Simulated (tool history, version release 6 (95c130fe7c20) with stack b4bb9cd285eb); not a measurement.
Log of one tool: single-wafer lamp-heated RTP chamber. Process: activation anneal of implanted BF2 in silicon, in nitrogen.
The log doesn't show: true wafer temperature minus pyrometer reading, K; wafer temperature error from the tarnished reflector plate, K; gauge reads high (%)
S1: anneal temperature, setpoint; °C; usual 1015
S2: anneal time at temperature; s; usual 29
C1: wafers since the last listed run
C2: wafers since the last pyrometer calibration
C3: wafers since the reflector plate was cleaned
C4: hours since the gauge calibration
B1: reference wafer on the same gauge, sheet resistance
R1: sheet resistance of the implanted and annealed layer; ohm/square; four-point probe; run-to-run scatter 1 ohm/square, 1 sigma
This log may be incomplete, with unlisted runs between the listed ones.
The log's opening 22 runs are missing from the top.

run	hour	S1	S2	C1	C2	C3	C4	B1	R1
23	557.4	1015	14	541	4268	549	1358.5	810.67	704.19
# hour 583.6: gauge calibrated
24	586.5	988	21	526	4794	1076	2.9	811.45	707.44
25	616.8	1042	21	548	5343	1625	33.2	811.03	697.67
# hour 635.6: pyrometer window cleaned and pyrometer calibrated
26	652.3	1015	29	497	302	2123	68.7	810.84	699.72
27	668.8	992	29	298	601	2421	85.2	811.45	706.24
28	692.7	1002	14	432	1033	2854	109.1	810.16	708.06
29	714	1002	46	385	1419	3240	130.4	810.82	698.76
30	729	1015	29	271	1691	3511	145.4	810.95	699.51
31	742.1	998	17	237	1928	3748	158.5	811.28	704.97
32	762	1015	29	360	2288	4109	178.4	810.91	699.79
33	776.6	1026	43	264	2552	4373	193	810.57	696.26
34	790	1015	29	242	2795	4616	206.4	811.24	698.97
35	802.3	1015	29	222	3018	4838	218.7	810.81	700.97
36	836.9	1031	37	626	3644	5465	253.3	811.22	694.12

Here are 5 independent what-if runs from the current tool condition. What would each one return?
A	837.3	1015	29	7	3651	5472	253.7	?	?
B	837.3	1041	18	7	3651	5472	253.7	?	?
C	837.3	1005	39	7	3651	5472	253.7	?	?
D	837.3	1015	37	7	3651	5472	253.7	?	?
E	837.3	996	23	7	3651	5472	253.7	?	?

run	B1	R1
A	811.03	700.66
B	811.03	700.99
C	811.03	699.99
D	811.03	698.43
E	811.03	706.1
With the hidden condition removed and each run's random variation left untouched, the same runs would have given:
run	R1
A	700.66
B	700.99
C	699.99
D	698.43
E	706.1

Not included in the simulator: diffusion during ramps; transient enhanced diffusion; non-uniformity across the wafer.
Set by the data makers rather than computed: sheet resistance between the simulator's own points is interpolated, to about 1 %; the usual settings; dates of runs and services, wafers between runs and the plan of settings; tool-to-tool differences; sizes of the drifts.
